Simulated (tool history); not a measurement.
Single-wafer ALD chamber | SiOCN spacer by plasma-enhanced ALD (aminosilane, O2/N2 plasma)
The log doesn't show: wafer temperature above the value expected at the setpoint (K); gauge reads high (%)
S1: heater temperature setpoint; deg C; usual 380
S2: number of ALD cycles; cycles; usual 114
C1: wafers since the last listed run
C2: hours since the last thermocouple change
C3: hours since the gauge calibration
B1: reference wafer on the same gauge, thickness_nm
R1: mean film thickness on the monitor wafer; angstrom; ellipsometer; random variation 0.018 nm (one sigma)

run 1 day=0 | S1=380 S2=114 | C1=0 C2=480.5 C3=739.7 | B1=7.838 | R1=72.96
run 2 day=1.825 | S1=380 S2=114 | C1=140 C2=524.3 C3=783.5 | B1=7.832 | R1=72.54
run 3 day=5.988 | S1=380 S2=114 | C1=319 C2=624.2 C3=883.4 | B1=7.839 | R1=72.8
run 4 day=9.042 | S1=380 S2=114 | C1=234 C2=697.5 C3=956.7 | B1=7.827 | R1=72.6
run 5 day=12.092 | S1=387 S2=121 | C1=234 C2=770.7 C3=1029.9 | B1=7.835 | R1=77.1
run 6 day=15.271 | S1=387 S2=121 | C1=244 C2=847 C3=1106.2 | B1=7.828 | R1=76.81
run 7 day=17.208 | S1=387 S2=121 | C1=148 C2=893.5 C3=1152.7 | B1=7.828 | R1=77.57
run 8 day=20.271 | S1=380 S2=114 | C1=235 C2=967 C3=1226.2 | B1=7.827 | R1=72.52
run 9 day=23.625 | S1=380 S2=114 | C1=257 C2=1047.5 C3=1306.7 | B1=7.833 | R1=72.29
-- day=26.938 gauge calibrated
run 10 day=27.996 | S1=380 S2=114 | C1=335 C2=1152.4 C3=25.4 | B1=7.821 | R1=72.85
run 11 day=30.254 | S1=372 S2=94 | C1=173 C2=1206.6 C3=79.6 | B1=7.836 | R1=59.79
run 12 day=34.438 | S1=380 S2=114 | C1=321 C2=1307 C3=180 | B1=7.833 | R1=72.84
-- day=41.112 thermocouple changed; heater temperature recalibrated
run 13 day=46.812 | S1=388 S2=99 | C1=924 C2=136.8 C3=477 | B1=7.836 | R1=63.24
run 14 day=49.083 | S1=380 S2=136 | C1=174 C2=191.3 C3=531.5 | B1=7.838 | R1=86.77
run 15 day=53.308 | S1=380 S2=108 | C1=324 C2=292.7 C3=632.9 | B1=7.823 | R1=68.74
run 16 day=56.692 | S1=392 S2=93 | C1=259 C2=373.9 C3=714.1 | B1=7.825 | R1=59.34
run 17 day=60.621 | S1=380 S2=114 | C1=301 C2=468.2 C3=808.4 | B1=7.829 | R1=72.71
run 18 day=64.317 | S1=374 S2=114 | C1=283 C2=556.9 C3=897.1 | B1=7.829 | R1=72.81

3 ways to go on from here, each from the tool as it stands after run 18. What would each give?
run A day=64.342 | S1=380 S2=93 | C1=1 C2=557.5 C3=897.7 | B1=? | R1=?
run B day=64.342 | S1=380 S2=106 | C1=1 C2=557.5 C3=897.7 | B1=? | R1=?
run C day=64.342 | S1=380 S2=121 | C1=1 C2=557.5 C3=897.7 | B1=? | R1=?

run=A B1=7.837 R1=59.34
run=B B1=7.837 R1=67.64
run=C B1=7.837 R1=77.21
Without the tool's hidden state the same runs would have given:
run=A R1=59.34
run=B R1=67.64
run=C R1=77.21

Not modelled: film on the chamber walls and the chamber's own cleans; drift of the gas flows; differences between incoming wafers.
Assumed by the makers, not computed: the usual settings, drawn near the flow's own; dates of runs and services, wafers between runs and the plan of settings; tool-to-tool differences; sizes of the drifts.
